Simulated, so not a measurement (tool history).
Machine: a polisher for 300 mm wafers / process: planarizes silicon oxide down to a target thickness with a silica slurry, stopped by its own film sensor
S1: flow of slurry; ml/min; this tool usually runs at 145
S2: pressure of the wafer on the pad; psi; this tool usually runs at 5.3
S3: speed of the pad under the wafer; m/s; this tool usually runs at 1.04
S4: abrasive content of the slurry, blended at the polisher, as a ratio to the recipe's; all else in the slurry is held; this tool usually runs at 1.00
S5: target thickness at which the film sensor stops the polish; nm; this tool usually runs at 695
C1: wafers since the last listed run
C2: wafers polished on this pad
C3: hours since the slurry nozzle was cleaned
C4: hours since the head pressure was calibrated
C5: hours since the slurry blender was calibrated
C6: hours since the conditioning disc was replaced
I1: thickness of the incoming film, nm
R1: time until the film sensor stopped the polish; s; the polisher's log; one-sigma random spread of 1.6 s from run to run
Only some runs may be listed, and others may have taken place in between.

run,day,S1,S2,S3,S4,S5,C1,C2,C3,C4,C5,C6,I1,R1
1,0.000,145,5.3,1.04,1.05,695,0,495,125.2,590.7,46.5,300.3,1241.4,103.2
# day 0.933: worn pad replaced by a new one
2,1.492,145,5.3,1.04,1.05,695,338,142,161.0,626.5,82.3,336.1,1247.7,107.9
3,2.300,145,5.3,1.04,1.00,695,206,349,180.4,645.9,101.7,355.5,1241.4,112.8
4,3.025,145,5.3,1.04,1.00,695,185,534,197.8,663.3,119.1,372.9,1254.9,115.4
5,4.012,145,5.3,1.04,1.00,695,252,787,221.5,687.0,142.8,396.6,1266.5,117.8
# day 4.271: slurry blender recalibrated
# day 4.467: worn pad replaced by a new one
6,4.750,145,5.3,1.04,1.00,695,124,72,239.2,704.7,11.5,414.3,1253.0,100.8
# day 5.079: head pressure recalibrated
# day 5.188: conditioning disc replaced and pad reconditioned
7,5.683,145,5.3,1.04,1.00,695,196,268,261.6,14.5,33.9,11.9,1247.7,116.7
8,7.096,145,5.3,1.04,1.00,695,361,629,295.5,48.4,67.8,45.8,1260.9,120.0
# day 7.733: worn pad replaced by a new one
9,7.800,145,5.3,1.04,1.00,695,137,16,312.4,65.3,84.7,62.7,1249.0,118.1
10,8.858,145,5.3,1.04,1.00,620,270,287,337.8,90.7,110.1,88.1,1271.4,143.9
# day 9.042: slurry nozzle cleaned
# day 9.192: slurry blender recalibrated
11,9.675,145,5.3,1.16,1.00,599,176,464,15.2,110.3,11.6,107.7,1253.7,112.6
12,10.329,145,5.3,1.04,1.00,695,167,631,30.9,126.0,27.3,123.4,1249.0,106.9
# day 10.888: worn pad replaced by a new one
13,11.504,145,5.3,1.34,0.80,695,257,157,59.1,154.2,55.5,151.6,1254.2,118.0
14,12.025,105,5.3,1.04,0.75,695,133,290,71.6,166.7,68.0,164.1,1256.4,170.1
15,13.008,145,5.8,1.04,1.00,818,251,542,95.2,190.3,91.6,187.7,1247.1,79.0

Results for each run, recomputed without the tool's hidden state and with each run's random variation untouched:
Hidden state at play: removal rate lost through wear of the pad, %; slurry flow missing at the pad, %; deviation of the head's pressure from its setpoint, %; abrasive missing from the slurry, %; time polished since the conditioner stopped cutting, s.
run,R1
1,100.2
2,101.6
3,104.6
4,106.3
5,108.1
6,105.4
7,107.2
8,107.8
9,105.6
10,128.6
11,113.8
12,105.3
13,110.3
14,156.3
15,74.3

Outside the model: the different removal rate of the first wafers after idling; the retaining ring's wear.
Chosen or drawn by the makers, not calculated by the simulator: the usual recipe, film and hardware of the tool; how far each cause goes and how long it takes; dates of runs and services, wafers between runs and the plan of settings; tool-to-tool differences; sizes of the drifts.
